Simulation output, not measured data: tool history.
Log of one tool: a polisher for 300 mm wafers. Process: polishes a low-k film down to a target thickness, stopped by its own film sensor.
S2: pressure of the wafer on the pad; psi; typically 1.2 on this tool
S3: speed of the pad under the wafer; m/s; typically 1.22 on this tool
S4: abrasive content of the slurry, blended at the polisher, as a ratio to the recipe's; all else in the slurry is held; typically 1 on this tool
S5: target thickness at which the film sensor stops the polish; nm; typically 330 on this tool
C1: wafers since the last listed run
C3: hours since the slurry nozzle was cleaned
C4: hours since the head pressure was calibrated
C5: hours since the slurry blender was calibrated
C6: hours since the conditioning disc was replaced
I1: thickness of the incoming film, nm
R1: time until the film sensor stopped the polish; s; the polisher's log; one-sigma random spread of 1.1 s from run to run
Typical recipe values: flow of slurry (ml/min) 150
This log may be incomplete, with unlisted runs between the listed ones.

run 1 hour=0 | flow_of_slurry_(ml/min)=150 S2=1.2 S3=1.22 S4=1 S5=330 | C1=0 wafers_polished_on_this_pad=558 C3=400.9 C4=1035.3 C5=20.5 C6=132.8 | I1=368.3 | R1=105.6
-- hour=35.9 worn pad replaced by a new one
run 2 hour=36.4 | flow_of_slurry_(ml/min)=150 S2=1.2 S3=1.22 S4=0.9 S5=330 | C1=236 wafers_polished_on_this_pad=3 C3=437.3 C4=1071.7 C5=56.9 C6=169.2 | I1=373 | R1=122.9
run 3 hour=55.8 | flow_of_slurry_(ml/min)=150 S2=1.2 S3=1.22 S4=0.9 S5=330 | C1=141 wafers_polished_on_this_pad=145 C3=456.7 C4=1091.1 C5=76.3 C6=188.6 | I1=368.6 | R1=112.9
run 4 hour=72 | flow_of_slurry_(ml/min)=150 S2=1.2 S3=1.22 S4=1 S5=330 | C1=118 wafers_polished_on_this_pad=263 C3=472.9 C4=1107.3 C5=92.5 C6=204.8 | I1=377.9 | R1=134.4
run 5 hour=104 | flow_of_slurry_(ml/min)=150 S2=1.2 S3=1.22 S4=1 S5=330 | C1=233 wafers_polished_on_this_pad=497 C3=504.9 C4=1139.3 C5=124.5 C6=236.8 | I1=367.5 | R1=105.1
-- hour=123.7 conditioning disc replaced and pad reconditioned
run 6 hour=124.2 | flow_of_slurry_(ml/min)=150 S2=1.2 S3=1.22 S4=1 S5=330 | C1=132 wafers_polished_on_this_pad=630 C3=525.1 C4=1159.5 C5=144.7 C6=0.5 | I1=374.8 | R1=127
-- hour=149.2 worn pad replaced by a new one
run 7 hour=154.4 | flow_of_slurry_(ml/min)=150 S2=1.2 S3=1.22 S4=1 S5=330 | C1=191 wafers_polished_on_this_pad=38 C3=555.3 C4=1189.7 C5=174.9 C6=30.7 | I1=371.9 | R1=119.3
run 8 hour=168.1 | flow_of_slurry_(ml/min)=150 S2=1.2 S3=1.22 S4=1 S5=330 | C1=99 wafers_polished_on_this_pad=138 C3=569 C4=1203.4 C5=188.6 C6=44.4 | I1=368.5 | R1=109.1
run 9 hour=201.3 | flow_of_slurry_(ml/min)=150 S2=1.2 S3=1.22 S4=1 S5=330 | C1=242 wafers_polished_on_this_pad=380 C3=602.2 C4=1236.6 C5=221.8 C6=77.6 | I1=376.8 | R1=133
-- hour=206.4 slurry nozzle cleaned
run 10 hour=219.2 | flow_of_slurry_(ml/min)=150 S2=1.2 S3=1.22 S4=1 S5=330 | C1=123 wafers_polished_on_this_pad=503 C3=12.8 C4=1254.5 C5=239.7 C6=95.5 | I1=369.7 | R1=118.4
run 11 hour=241.2 | flow_of_slurry_(ml/min)=150 S2=1.2 S3=1.22 S4=1 S5=330 | C1=160 wafers_polished_on_this_pad=664 C3=34.8 C4=1276.5 C5=261.7 C6=117.5 | I1=375.1 | R1=136.4
-- hour=248.6 worn pad replaced by a new one
run 12 hour=261.3 | flow_of_slurry_(ml/min)=150 S2=1.2 S3=1.22 S4=1.25 S5=330 | C1=117 wafers_polished_on_this_pad=92 C3=54.9 C4=1296.6 C5=281.8 C6=137.6 | I1=371.4 | R1=116.9
run 13 hour=277.8 | flow_of_slurry_(ml/min)=150 S2=1.1 S3=1.22 S4=1 S5=330 | C1=120 wafers_polished_on_this_pad=213 C3=71.4 C4=1313.1 C5=298.3 C6=154.1 | I1=372 | R1=135.7
-- hour=290.8 slurry nozzle cleaned, repeated, since the last time left the tool worse
run 14 hour=294.4 | flow_of_slurry_(ml/min)=150 S2=1.2 S3=1.22 S4=1 S5=330 | C1=113 wafers_polished_on_this_pad=327 C3=3.6 C4=1329.7 C5=314.9 C6=170.7 | I1=366.4 | R1=98.9
-- hour=309.4 slurry blender recalibrated
run 15 hour=315.1 | flow_of_slurry_(ml/min)=150 S2=1.2 S3=1.22 S4=1 S5=330 | C1=136 wafers_polished_on_this_pad=463 C3=24.3 C4=1350.4 C5=5.7 C6=191.4 | I1=374 | R1=121
-- hour=334.8 conditioning disc replaced and pad reconditioned
-- hour=350.6 worn pad replaced by a new one
run 16 hour=386.2 | flow_of_slurry_(ml/min)=195 S2=1.2 S3=1.22 S4=1 S5=330 | C1=475 wafers_polished_on_this_pad=259 C3=95.4 C4=1421.5 C5=76.8 C6=51.4 | I1=372.4 | R1=108.3
-- hour=401.7 head pressure recalibrated
run 17 hour=419.9 | flow_of_slurry_(ml/min)=150 S2=1.5 S3=1.22 S4=1 S5=318 | C1=231 wafers_polished_on_this_pad=491 C3=129.1 C4=18.2 C5=110.5 C6=85.1 | I1=365 | R1=101.7
run 18 hour=453 | flow_of_slurry_(ml/min)=150 S2=1.2 S3=1.22 S4=1 S5=339 | C1=241 wafers_polished_on_this_pad=732 C3=162.2 C4=51.3 C5=143.6 C6=118.2 | I1=367.8 | R1=76.9
-- hour=466.3 worn pad replaced by a new one
run 19 hour=485 | flow_of_slurry_(ml/min)=130 S2=1.2 S3=1.22 S4=1 S5=330 | C1=204 wafers_polished_on_this_pad=136 C3=194.2 C4=83.3 C5=175.6 C6=150.2 | I1=374.4 | R1=126.8
run 20 hour=518.5 | flow_of_slurry_(ml/min)=200 S2=0.8 S3=1.22 S4=0.85 S5=344 | C1=244 wafers_polished_on_this_pad=380 C3=227.7 C4=116.8 C5=209.1 C6=183.7 | I1=363.9 | R1=80.4
run 21 hour=554.4 | flow_of_slurry_(ml/min)=150 S2=1.2 S3=1.22 S4=1 S5=330 | C1=262 wafers_polished_on_this_pad=642 C3=263.6 C4=152.7 C5=245 C6=219.6 | I1=371.7 | R1=113.8
run 22 hour=579.2 | flow_of_slurry_(ml/min)=195 S2=1 S3=1.22 S4=1.1 S5=336 | C1=180 wafers_polished_on_this_pad=823 C3=288.4 C4=177.5 C5=269.8 C6=244.4 | I1=368.3 | R1=98.8

Alternative continuations, all from the tool just after run 22; predict every row:
run A hour=579.7 | flow_of_slurry_(ml/min)=150 S2=1.2 S3=1.22 S4=1 S5=323 | C1=3 wafers_polished_on_this_pad=827 C3=288.9 C4=178 C5=270.3 C6=244.9 | I1=366.8 | R1=?
run B hour=579.7 | flow_of_slurry_(ml/min)=185 S2=1.2 S3=1.22 S4=1 S5=317 | C1=3 wafers_polished_on_this_pad=827 C3=288.9 C4=178 C5=270.3 C6=244.9 | I1=366.8 | R1=?
run C hour=579.7 | flow_of_slurry_(ml/min)=150 S2=1 S3=1.58 S4=1.15 S5=330 | C1=3 wafers_polished_on_this_pad=827 C3=288.9 C4=178 C5=270.3 C6=244.9 | I1=366.8 | R1=?

run=A R1=117.5
run=B R1=128.6
run=C R1=100
With no hidden state in the tool, these same runs would have given:
run=A R1=115.6
run=B R1=126.9
run=C R1=98.3
